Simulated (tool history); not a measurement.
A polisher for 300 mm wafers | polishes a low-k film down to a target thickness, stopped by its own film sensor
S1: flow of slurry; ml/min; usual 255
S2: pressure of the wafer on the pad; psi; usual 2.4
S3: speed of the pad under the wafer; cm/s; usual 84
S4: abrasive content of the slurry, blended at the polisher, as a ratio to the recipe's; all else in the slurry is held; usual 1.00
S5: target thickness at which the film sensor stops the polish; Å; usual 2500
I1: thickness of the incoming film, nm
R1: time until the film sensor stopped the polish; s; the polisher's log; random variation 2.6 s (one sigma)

run,hour,S1,S2,S3,S4,S5,I1,R1
1,0.0,255,2.4,84,1.00,2500,324.9,171.5
# hour 14.2: conditioning disc replaced and pad reconditioned
# hour 14.8: slurry nozzle cleaned
2,47.6,255,2.4,84,1.00,2500,320.8,168.5
3,108.2,255,2.4,84,1.00,2500,316.2,164.6
4,157.4,255,2.4,84,1.00,2500,326.1,186.9
# hour 180.6: head pressure recalibrated
5,223.5,255,2.4,84,1.00,2500,319.0,191.0
# hour 272.6: worn pad replaced by a new one
6,273.1,255,2.4,84,1.00,2500,317.3,185.5
7,319.1,255,2.4,84,1.00,2500,323.0,206.6
# hour 333.5: slurry blender recalibrated
# hour 354.1: conditioning disc replaced and pad reconditioned
8,389.5,255,2.4,84,1.00,2500,322.4,178.3
# hour 430.5: slurry nozzle cleaned
9,455.6,295,2.4,70,1.00,2500,324.8,209.7
10,506.6,255,2.4,84,1.00,2590,324.7,162.7
11,565.1,185,3.0,84,0.85,2310,322.6,202.9
12,631.1,255,2.4,84,1.00,2500,322.6,186.6
13,682.5,255,2.4,84,1.00,2500,319.2,183.7
# hour 694.5: conditioning disc replaced and pad reconditioned
# hour 701.6: slurry blender recalibrated
# hour 703.9: worn pad replaced by a new one
14,721.2,255,2.4,104,1.00,2410,315.1,147.9
# hour 772.4: slurry nozzle cleaned
# hour 776.5: head pressure recalibrated
15,777.0,255,2.4,84,0.75,2500,322.7,218.0
16,808.5,195,2.9,84,1.00,2500,317.4,156.9
17,871.9,300,1.9,84,1.00,2500,321.1,232.0
18,934.7,185,2.8,68,1.00,2660,322.3,156.9
19,983.8,255,2.4,84,1.00,2500,323.0,191.5
20,1024.2,255,2.7,84,1.00,2500,318.2,161.4
# hour 1047.5: conditioning disc replaced and pad reconditioned
21,1060.7,335,2.4,84,1.00,2300,322.4,237.1
# hour 1102.7: worn pad replaced by a new one
22,1103.2,285,2.4,100,1.25,2500,322.6,160.4
# hour 1113.9: slurry blender recalibrated
23,1156.9,295,2.4,84,1.00,2500,320.7,168.5
# hour 1177.0: slurry nozzle cleaned
24,1206.8,290,3.1,84,1.25,2500,320.4,121.8
25,1258.3,255,2.6,56,0.80,2500,318.4,236.3

4 ways to go on from here, each from the tool as it stands after run 25. What would each give?
A,1258.8,305,2.4,84,1.00,2500,315.0,?
B,1258.8,255,2.4,84,0.75,2410,315.0,?
C,1258.8,255,2.4,84,1.00,2610,315.0,?
D,1258.8,280,1.9,84,1.00,2500,315.0,?

run,R1
A,158.5
B,203.4
C,133.8
D,201.7
Without the tool's hidden state the same runs would have given:
run,R1
A,165.9
B,211.7
C,140.0
D,211.1
